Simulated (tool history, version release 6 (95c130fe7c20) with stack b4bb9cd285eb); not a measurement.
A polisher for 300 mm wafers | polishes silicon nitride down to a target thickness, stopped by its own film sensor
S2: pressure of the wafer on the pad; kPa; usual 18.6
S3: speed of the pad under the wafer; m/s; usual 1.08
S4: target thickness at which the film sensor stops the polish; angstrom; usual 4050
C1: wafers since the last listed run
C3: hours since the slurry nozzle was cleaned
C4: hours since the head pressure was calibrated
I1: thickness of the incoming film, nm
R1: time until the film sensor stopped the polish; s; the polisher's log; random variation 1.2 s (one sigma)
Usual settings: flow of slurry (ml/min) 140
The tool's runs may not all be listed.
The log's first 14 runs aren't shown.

{"hour": 197.7, "done": "slurry nozzle cleaned"}
{"run": 15, "hour": 202.2, "flow of slurry (ml/min)": 140, "S2": 23.4, "S3": 1.08, "S4": 4230, "C1": 173, "wafers polished on this pad": 308, "C3": 4.5, "C4": 614.3, "I1": 485.8, "R1": 41}
{"hour": 205.4, "done": "head pressure recalibrated"}
{"run": 16, "hour": 219.9, "flow of slurry (ml/min)": 140, "S2": 23.4, "S3": 1.08, "S4": 4230, "C1": 223, "wafers polished on this pad": 532, "C3": 22.2, "C4": 14.5, "I1": 486.8, "R1": 42.5}
{"run": 17, "hour": 231.0, "flow of slurry (ml/min)": 140, "S2": 18.6, "S3": 1.08, "S4": 4050, "C1": 158, "wafers polished on this pad": 691, "C3": 33.3, "C4": 25.6, "I1": 497, "R1": 78.9}
{"run": 18, "hour": 237.6, "flow of slurry (ml/min)": 140, "S2": 18.6, "S3": 1.08, "S4": 4050, "C1": 94, "wafers polished on this pad": 785, "C3": 39.9, "C4": 32.2, "I1": 494, "R1": 79.8}
{"run": 19, "hour": 258.1, "flow of slurry (ml/min)": 140, "S2": 18.6, "S3": 1.08, "S4": 4050, "C1": 292, "wafers polished on this pad": 1077, "C3": 60.4, "C4": 52.7, "I1": 485.9, "R1": 73.9}
{"run": 20, "hour": 275.2, "flow of slurry (ml/min)": 140, "S2": 18.6, "S3": 1.08, "S4": 4270, "C1": 243, "wafers polished on this pad": 1321, "C3": 77.5, "C4": 69.8, "I1": 496.4, "R1": 61.9}
{"run": 21, "hour": 290.2, "flow of slurry (ml/min)": 140, "S2": 18.6, "S3": 1.08, "S4": 4050, "C1": 213, "wafers polished on this pad": 1535, "C3": 92.5, "C4": 84.8, "I1": 487.5, "R1": 73.1}
{"hour": 296.9, "done": "worn pad replaced by a new one"}
{"run": 22, "hour": 302.7, "flow of slurry (ml/min)": 140, "S2": 18.6, "S3": 1.08, "S4": 4050, "C1": 121, "wafers polished on this pad": 83, "C3": 105, "C4": 97.3, "I1": 488, "R1": 64.8}
{"run": 23, "hour": 320.4, "flow of slurry (ml/min)": 180, "S2": 18.6, "S3": 0.92, "S4": 3970, "C1": 252, "wafers polished on this pad": 335, "C3": 122.7, "C4": 115, "I1": 482, "R1": 78.6}
{"run": 24, "hour": 332.2, "flow of slurry (ml/min)": 140, "S2": 18.6, "S3": 1.08, "S4": 4050, "C1": 168, "wafers polished on this pad": 503, "C3": 134.5, "C4": 126.8, "I1": 488.7, "R1": 71.3}
{"run": 25, "hour": 343.4, "flow of slurry (ml/min)": 140, "S2": 13.8, "S3": 1.08, "S4": 4130, "C1": 159, "wafers polished on this pad": 663, "C3": 145.7, "C4": 138, "I1": 483.2, "R1": 82.1}
{"run": 26, "hour": 358.4, "flow of slurry (ml/min)": 140, "S2": 18.6, "S3": 0.72, "S4": 4220, "C1": 213, "wafers polished on this pad": 877, "C3": 160.7, "C4": 153, "I1": 485.9, "R1": 78.7}
{"hour": 402.4, "done": "worn pad replaced by a new one"}
{"run": 27, "hour": 402.9, "flow of slurry (ml/min)": 110, "S2": 13.8, "S3": 0.84, "S4": 4210, "C1": 577, "wafers polished on this pad": 6, "C3": 205.2, "C4": 197.5, "I1": 489.3, "R1": 94.7}
{"run": 28, "hour": 436.0, "flow of slurry (ml/min)": 120, "S2": 22.1, "S3": 0.9, "S4": 4210, "C1": 472, "wafers polished on this pad": 479, "C3": 238.3, "C4": 230.6, "I1": 485.7, "R1": 55.2}
{"run": 29, "hour": 447.1, "flow of slurry (ml/min)": 170, "S2": 18.6, "S3": 1.08, "S4": 4250, "C1": 158, "wafers polished on this pad": 637, "C3": 249.4, "C4": 241.7, "I1": 491.3, "R1": 57.8}
{"run": 30, "hour": 457.5, "flow of slurry (ml/min)": 140, "S2": 18.6, "S3": 1.08, "S4": 4180, "C1": 148, "wafers polished on this pad": 785, "C3": 259.8, "C4": 252.1, "I1": 491.9, "R1": 64.8}
{"run": 31, "hour": 472.6, "flow of slurry (ml/min)": 140, "S2": 18.6, "S3": 1.08, "S4": 4050, "C1": 215, "wafers polished on this pad": 1000, "C3": 274.9, "C4": 267.2, "I1": 490.1, "R1": 75.5}
{"run": 32, "hour": 490.4, "flow of slurry (ml/min)": 140, "S2": 22.8, "S3": 0.92, "S4": 4050, "C1": 253, "wafers polished on this pad": 1254, "C3": 292.7, "C4": 285, "I1": 482.1, "R1": 66.5}
{"run": 33, "hour": 505.8, "flow of slurry (ml/min)": 140, "S2": 18.6, "S3": 1.08, "S4": 4050, "C1": 219, "wafers polished on this pad": 1474, "C3": 308.1, "C4": 300.4, "I1": 484.1, "R1": 70.9}
{"hour": 512.2, "done": "worn pad replaced by a new one"}
{"run": 34, "hour": 520.1, "flow of slurry (ml/min)": 140, "S2": 20, "S3": 1.08, "S4": 4240, "C1": 146, "wafers polished on this pad": 112, "C3": 322.4, "C4": 314.7, "I1": 490.8, "R1": 50.9}
{"run": 35, "hour": 529.8, "flow of slurry (ml/min)": 115, "S2": 21.4, "S3": 0.84, "S4": 3920, "C1": 138, "wafers polished on this pad": 251, "C3": 332.1, "C4": 324.4, "I1": 493.1, "R1": 95.5}
{"run": 36, "hour": 545.0, "flow of slurry (ml/min)": 110, "S2": 18.6, "S3": 1.08, "S4": 4050, "C1": 216, "wafers polished on this pad": 468, "C3": 347.3, "C4": 339.6, "I1": 495.4, "R1": 83.2}
{"run": 37, "hour": 553.8, "flow of slurry (ml/min)": 165, "S2": 24.1, "S3": 0.82, "S4": 4050, "C1": 125, "wafers polished on this pad": 593, "C3": 356.1, "C4": 348.4, "I1": 491.4, "R1": 68.9}

Forecast each of these 4 alternatives for the next run:
{"run": "A", "hour": 554.2, "flow of slurry (ml/min)": 140, "S2": 18.6, "S3": 1.08, "S4": 4050, "C1": 5, "wafers polished on this pad": 599, "C3": 356.5, "C4": 348.8, "I1": 494.2, "R1": "?"}
{"run": "B", "hour": 554.2, "flow of slurry (ml/min)": 160, "S2": 12.4, "S3": 1.3, "S4": 4050, "C1": 5, "wafers polished on this pad": 599, "C3": 356.5, "C4": 348.8, "I1": 494.2, "R1": "?"}
{"run": "C", "hour": 554.2, "flow of slurry (ml/min)": 155, "S2": 18.6, "S3": 0.92, "S4": 4050, "C1": 5, "wafers polished on this pad": 599, "C3": 356.5, "C4": 348.8, "I1": 494.2, "R1": "?"}
{"run": "D", "hour": 554.2, "flow of slurry (ml/min)": 170, "S2": 18.6, "S3": 1.44, "S4": 4050, "C1": 5, "wafers polished on this pad": 599, "C3": 356.5, "C4": 348.8, "I1": 494.2, "R1": "?"}

run=A R1=77.7
run=B R1=97.6
run=C R1=86.4
run=D R1=59.2
Without the tool's hidden state the same runs would have given:
run=A R1=67.7
run=B R1=85.4
run=C R1=75.5
run=D R1=52
